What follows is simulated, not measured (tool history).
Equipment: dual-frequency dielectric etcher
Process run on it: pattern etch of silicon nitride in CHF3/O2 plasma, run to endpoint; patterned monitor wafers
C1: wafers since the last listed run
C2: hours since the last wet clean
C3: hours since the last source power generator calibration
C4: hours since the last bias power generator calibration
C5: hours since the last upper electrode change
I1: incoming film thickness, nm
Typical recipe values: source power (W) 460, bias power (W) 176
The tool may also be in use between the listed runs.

run 1 hour=0 | source_power_(W)=460 bias_power_(W)=176 | C1=0 C2=237 C3=1513.9 C4=3607.1 C5=3102 | I1=62.2 | endpoint_time_(s)=45.1
run 2 hour=17.1 | source_power_(W)=460 bias_power_(W)=176 | C1=159 C2=254.1 C3=1531 C4=3624.2 C5=3119.1 | I1=62.2 | endpoint_time_(s)=45.2
run 3 hour=50.8 | source_power_(W)=460 bias_power_(W)=176 | C1=313 C2=287.8 C3=1564.7 C4=3657.9 C5=3152.8 | I1=62.1 | endpoint_time_(s)=45
run 4 hour=74 | source_power_(W)=460 bias_power_(W)=176 | C1=216 C2=311 C3=1587.9 C4=3681.1 C5=3176 | I1=61.8 | endpoint_time_(s)=44.6
run 5 hour=107.1 | source_power_(W)=460 bias_power_(W)=176 | C1=308 C2=344.1 C3=1621 C4=3714.2 C5=3209.1 | I1=62.2 | endpoint_time_(s)=45
run 6 hour=136.3 | source_power_(W)=460 bias_power_(W)=176 | C1=271 C2=373.3 C3=1650.2 C4=3743.4 C5=3238.3 | I1=62.6 | endpoint_time_(s)=45.3
run 7 hour=154.2 | source_power_(W)=460 bias_power_(W)=176 | C1=166 C2=391.2 C3=1668.1 C4=3761.3 C5=3256.2 | I1=61.8 | endpoint_time_(s)=44.5
run 8 hour=182.4 | source_power_(W)=460 bias_power_(W)=176 | C1=262 C2=419.4 C3=1696.3 C4=3789.5 C5=3284.4 | I1=61.2 | endpoint_time_(s)=44.1
-- hour=213.9 upper electrode replaced
run 9 hour=214.4 | source_power_(W)=460 bias_power_(W)=176 | C1=74 C2=451.4 C3=1728.3 C4=3821.5 C5=0.5 | I1=62.1 | endpoint_time_(s)=44.8
run 10 hour=215.9 | source_power_(W)=460 bias_power_(W)=176 | C1=13 C2=452.9 C3=1729.8 C4=3823 C5=2 | I1=61.7 | endpoint_time_(s)=44.2
run 11 hour=250 | source_power_(W)=460 bias_power_(W)=193 | C1=317 C2=487 C3=1763.9 C4=3857.1 C5=36.1 | I1=62 | endpoint_time_(s)=43.6
run 12 hour=281.5 | source_power_(W)=460 bias_power_(W)=193 | C1=293 C2=518.5 C3=1795.4 C4=3888.6 C5=67.6 | I1=61.8 | endpoint_time_(s)=42.9
run 13 hour=299.1 | source_power_(W)=550 bias_power_(W)=164 | C1=163 C2=536.1 C3=1813 C4=3906.2 C5=85.2 | I1=62.3 | endpoint_time_(s)=43.6
run 14 hour=372.8 | source_power_(W)=390 bias_power_(W)=141 | C1=686 C2=609.8 C3=1886.7 C4=3979.9 C5=158.9 | I1=61.3 | endpoint_time_(s)=48.4
-- hour=401.8 source power generator calibrated
-- hour=412.5 wet clean of the chamber
run 15 hour=413 | source_power_(W)=460 bias_power_(W)=136 | C1=237 C2=0.5 C3=11.2 C4=4020.1 C5=199.1 | I1=61.7 | endpoint_time_(s)=48.8
-- hour=423.7 bias power generator calibrated
run 16 hour=427.7 | source_power_(W)=370 bias_power_(W)=176 | C1=99 C2=15.2 C3=25.9 C4=4 C5=213.8 | I1=62.1 | endpoint_time_(s)=48.1
run 17 hour=463.1 | source_power_(W)=420 bias_power_(W)=139 | C1=329 C2=50.6 C3=61.3 C4=39.4 C5=249.2 | I1=61.7 | endpoint_time_(s)=49.5
run 18 hour=475.2 | source_power_(W)=500 bias_power_(W)=148 | C1=112 C2=62.7 C3=73.4 C4=51.5 C5=261.3 | I1=61.5 | endpoint_time_(s)=46.6
run 19 hour=489.6 | source_power_(W)=460 bias_power_(W)=138 | C1=134 C2=77.1 C3=87.8 C4=65.9 C5=275.7 | I1=62.3 | endpoint_time_(s)=49.1
run 20 hour=524.6 | source_power_(W)=460 bias_power_(W)=199 | C1=326 C2=112.1 C3=122.8 C4=100.9 C5=310.7 | I1=62.1 | endpoint_time_(s)=44
run 21 hour=552.6 | source_power_(W)=460 bias_power_(W)=176 | C1=260 C2=140.1 C3=150.8 C4=128.9 C5=338.7 | I1=62.3 | endpoint_time_(s)=45.8
run 22 hour=587.9 | source_power_(W)=410 bias_power_(W)=195 | C1=328 C2=175.4 C3=186.1 C4=164.2 C5=374 | I1=62.1 | endpoint_time_(s)=45.3
run 23 hour=614.4 | source_power_(W)=460 bias_power_(W)=176 | C1=246 C2=201.9 C3=212.6 C4=190.7 C5=400.5 | I1=62.5 | endpoint_time_(s)=45.8
run 24 hour=638.7 | source_power_(W)=510 bias_power_(W)=138 | C1=226 C2=226.2 C3=236.9 C4=215 C5=424.8 | I1=62.3 | endpoint_time_(s)=47.5

4 options for the next run, each taken on its own from the tool as it stands now. Forecast them:
run A hour=639.1 | source_power_(W)=560 bias_power_(W)=176 | C1=3 C2=226.6 C3=237.3 C4=215.4 C5=425.2 | I1=61.9 | endpoint_time_(s)=?
run B hour=639.1 | source_power_(W)=490 bias_power_(W)=134 | C1=3 C2=226.6 C3=237.3 C4=215.4 C5=425.2 | I1=61.9 | endpoint_time_(s)=?
run C hour=639.1 | source_power_(W)=550 bias_power_(W)=217 | C1=3 C2=226.6 C3=237.3 C4=215.4 C5=425.2 | I1=61.9 | endpoint_time_(s)=?
run D hour=639.1 | source_power_(W)=400 bias_power_(W)=189 | C1=3 C2=226.6 C3=237.3 C4=215.4 C5=425.2 | I1=61.9 | endpoint_time_(s)=?

run=A endpoint_time_(s)=43.3
run=B endpoint_time_(s)=48.2
run=C endpoint_time_(s)=41
run=D endpoint_time_(s)=45.9
Stripped of hidden state, with their random variation kept, the same runs would have yielded:
run=A endpoint_time_(s)=43.8
run=B endpoint_time_(s)=48.7
run=C endpoint_time_(s)=41.4
run=D endpoint_time_(s)=46.4
